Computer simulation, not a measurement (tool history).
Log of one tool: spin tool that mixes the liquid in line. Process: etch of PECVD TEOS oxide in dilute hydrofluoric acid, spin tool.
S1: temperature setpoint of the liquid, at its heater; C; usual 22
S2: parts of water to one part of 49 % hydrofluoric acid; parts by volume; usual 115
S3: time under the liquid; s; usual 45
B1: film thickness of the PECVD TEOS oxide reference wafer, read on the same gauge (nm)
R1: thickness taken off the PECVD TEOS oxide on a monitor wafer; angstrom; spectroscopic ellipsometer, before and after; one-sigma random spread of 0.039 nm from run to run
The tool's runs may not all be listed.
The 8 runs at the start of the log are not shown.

{"run": 9, "day": 10.296, "S1": 22, "S2": 115, "S3": 45, "B1": 126.3, "R1": 63.6}
{"run": 10, "day": 11.575, "S1": 22, "S2": 115, "S3": 45, "B1": 125.98, "R1": 62.6}
{"day": 14.867, "done": "gauge calibrated"}
{"run": 11, "day": 14.942, "S1": 25, "S2": 135, "S3": 45, "B1": 129.33, "R1": 60.2}
{"day": 15.679, "done": "thermometer replaced"}
{"run": 12, "day": 15.904, "S1": 25, "S2": 135, "S3": 45, "B1": 129.35, "R1": 60.5}
{"run": 13, "day": 17.283, "S1": 22, "S2": 100, "S3": 45, "B1": 129.31, "R1": 74.7}
{"run": 14, "day": 18.508, "S1": 20.5, "S2": 115, "S3": 45, "B1": 129.28, "R1": 61.3}
{"run": 15, "day": 19.467, "S1": 22, "S2": 115, "S3": 35, "B1": 129.25, "R1": 50.4}
{"run": 16, "day": 20.004, "S1": 26, "S2": 115, "S3": 45, "B1": 129.23, "R1": 74.9}
{"run": 17, "day": 20.596, "S1": 22, "S2": 165, "S3": 45, "B1": 129.22, "R1": 42.5}
{"run": 18, "day": 24.408, "S1": 22, "S2": 115, "S3": 60, "B1": 128.91, "R1": 87.3}
{"run": 19, "day": 25.833, "S1": 22, "S2": 115, "S3": 45, "B1": 128.85, "R1": 64.2}
{"run": 20, "day": 27.125, "S1": 22, "S2": 140, "S3": 30, "B1": 128.7, "R1": 34.5}
{"run": 21, "day": 28.462, "S1": 25, "S2": 135, "S3": 45, "B1": 128.56, "R1": 59.9}
{"run": 22, "day": 29.142, "S1": 22, "S2": 115, "S3": 45, "B1": 128.44, "R1": 64.7}
{"run": 23, "day": 29.646, "S1": 19.5, "S2": 115, "S3": 45, "B1": 128.36, "R1": 57.9}
{"run": 24, "day": 30.908, "S1": 18, "S2": 155, "S3": 45, "B1": 128.2, "R1": 39.4}
{"run": 25, "day": 32.162, "S1": 22, "S2": 115, "S3": 45, "B1": 128.05, "R1": 64.5}
{"run": 26, "day": 32.8, "S1": 26.5, "S2": 115, "S3": 60, "B1": 127.92, "R1": 101.2}
{"run": 27, "day": 33.362, "S1": 22, "S2": 115, "S3": 45, "B1": 127.81, "R1": 63.6}
{"run": 28, "day": 34.138, "S1": 17, "S2": 165, "S3": 30, "B1": 127.72, "R1": 22.9}
{"run": 29, "day": 35.354, "S1": 22, "S2": 115, "S3": 45, "B1": 127.49, "R1": 63.4}
{"run": 30, "day": 36.708, "S1": 22, "S2": 140, "S3": 25, "B1": 127.26, "R1": 28.2}
{"run": 31, "day": 37.658, "S1": 22, "S2": 75, "S3": 45, "B1": 127.05, "R1": 101.4}
{"run": 32, "day": 38.708, "S1": 22, "S2": 115, "S3": 45, "B1": 126.85, "R1": 63.6}

The next listed run, before its measurement:
{"day": 38.938, "done": "gauge calibrated"}
{"run": 33, "day": 39.262, "S1": 22, "S2": 115, "S3": 45, "B1": "?", "R1": "?"}

B1: 129.2
R1: 64.5 angstrom
Take away the tool's hidden state, keep the run-to-run variation as it was, and the same run would have given R1 64.9 angstrom.

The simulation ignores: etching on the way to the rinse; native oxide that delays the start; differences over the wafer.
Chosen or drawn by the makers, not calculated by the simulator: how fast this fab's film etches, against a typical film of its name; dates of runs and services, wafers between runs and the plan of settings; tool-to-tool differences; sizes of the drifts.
